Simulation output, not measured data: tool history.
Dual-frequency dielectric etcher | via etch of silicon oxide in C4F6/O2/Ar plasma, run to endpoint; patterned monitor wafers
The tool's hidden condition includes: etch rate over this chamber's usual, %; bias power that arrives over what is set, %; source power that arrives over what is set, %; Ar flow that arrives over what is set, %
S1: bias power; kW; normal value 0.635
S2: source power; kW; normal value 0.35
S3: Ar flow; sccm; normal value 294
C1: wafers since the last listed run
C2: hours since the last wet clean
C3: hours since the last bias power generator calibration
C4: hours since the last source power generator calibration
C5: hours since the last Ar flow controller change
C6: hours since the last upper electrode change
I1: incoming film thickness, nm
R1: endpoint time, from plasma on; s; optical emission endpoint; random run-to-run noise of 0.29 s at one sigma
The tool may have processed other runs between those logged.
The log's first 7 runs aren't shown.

run	hour	S1	S2	S3	C1	C2	C3	C4	C5	C6	I1	R1
8	102.9	0.635	0.35	294	207	602.5	87	4437	18.3	103.8	181.1	38.4
# hour 136: wet clean of the chamber
9	136.5	0.635	0.35	294	127	0.5	120.6	4470.6	51.9	137.4	181.2	37.2
# hour 143.3: source power generator calibrated
10	143.8	0.746	0.35	360	43	7.8	127.9	0.5	59.2	144.7	180.4	36.4
11	153.6	0.712	0.44	294	130	17.6	137.7	10.3	69	154.5	180.9	31.8
12	168.8	0.635	0.35	363	202	32.8	152.9	25.5	84.2	169.7	178.8	37.2
13	185.2	0.504	0.35	294	218	49.2	169.3	41.9	100.6	186.1	181.7	40.7
14	192.9	0.699	0.42	313	102	56.9	177	49.6	108.3	193.8	180.1	32.8
15	199.4	0.778	0.44	270	86	63.4	183.5	56.1	114.8	200.3	181	31.1
16	212.7	0.635	0.35	294	177	76.7	196.8	69.4	128.1	213.6	178.8	37
17	223.2	0.635	0.35	294	139	87.2	207.3	79.9	138.6	224.1	179	37.3
18	244.5	0.635	0.35	294	283	108.5	228.6	101.2	159.9	245.4	181.5	37.6
19	253.7	0.781	0.29	354	122	117.7	237.8	110.4	169.1	254.6	180.5	40
20	303.2	0.541	0.3	294	659	167.2	287.3	159.9	218.6	304.1	179.8	43.9
21	310.6	0.52	0.26	253	98	174.6	294.7	167.3	226	311.5	180.1	47.9
22	318.6	0.635	0.38	338	106	182.6	302.7	175.3	234	319.5	179.6	36
23	335.5	0.701	0.35	233	225	199.5	319.6	192.2	250.9	336.4	181.8	36
24	353.3	0.635	0.35	340	237	217.3	337.4	210	268.7	354.2	181.6	38
25	362	0.635	0.35	294	115	226	346.1	218.7	277.4	362.9	181.9	38.1
26	374.2	0.52	0.26	253	162	238.2	358.3	230.9	289.6	375.1	179.7	47.7
27	390	0.708	0.27	294	210	254	374.1	246.7	305.4	390.9	178.8	42.1
28	403.3	0.635	0.35	294	177	267.3	387.4	260	318.7	404.2	179.2	38.1
29	415.4	0.735	0.42	294	161	279.4	399.5	272.1	330.8	416.3	180	32.6
30	421.6	0.635	0.3	275	82	285.6	405.7	278.3	337	422.5	181.1	41.1

Below are 3 alternative next runs, each starting from the tool's condition after run 30. Predict each:
A	422	0.635	0.35	294	5	286	406.1	278.7	337.4	422.9	180.3	?
B	422	0.635	0.35	262	5	286	406.1	278.7	337.4	422.9	180.3	?
C	422	0.74	0.43	343	5	286	406.1	278.7	337.4	422.9	180.3	?

run	R1
A	38.2
B	38
C	32.9
Without the tool's unlogged condition, the same runs would have read:
run	R1
A	37.4
B	37.1
C	32.2

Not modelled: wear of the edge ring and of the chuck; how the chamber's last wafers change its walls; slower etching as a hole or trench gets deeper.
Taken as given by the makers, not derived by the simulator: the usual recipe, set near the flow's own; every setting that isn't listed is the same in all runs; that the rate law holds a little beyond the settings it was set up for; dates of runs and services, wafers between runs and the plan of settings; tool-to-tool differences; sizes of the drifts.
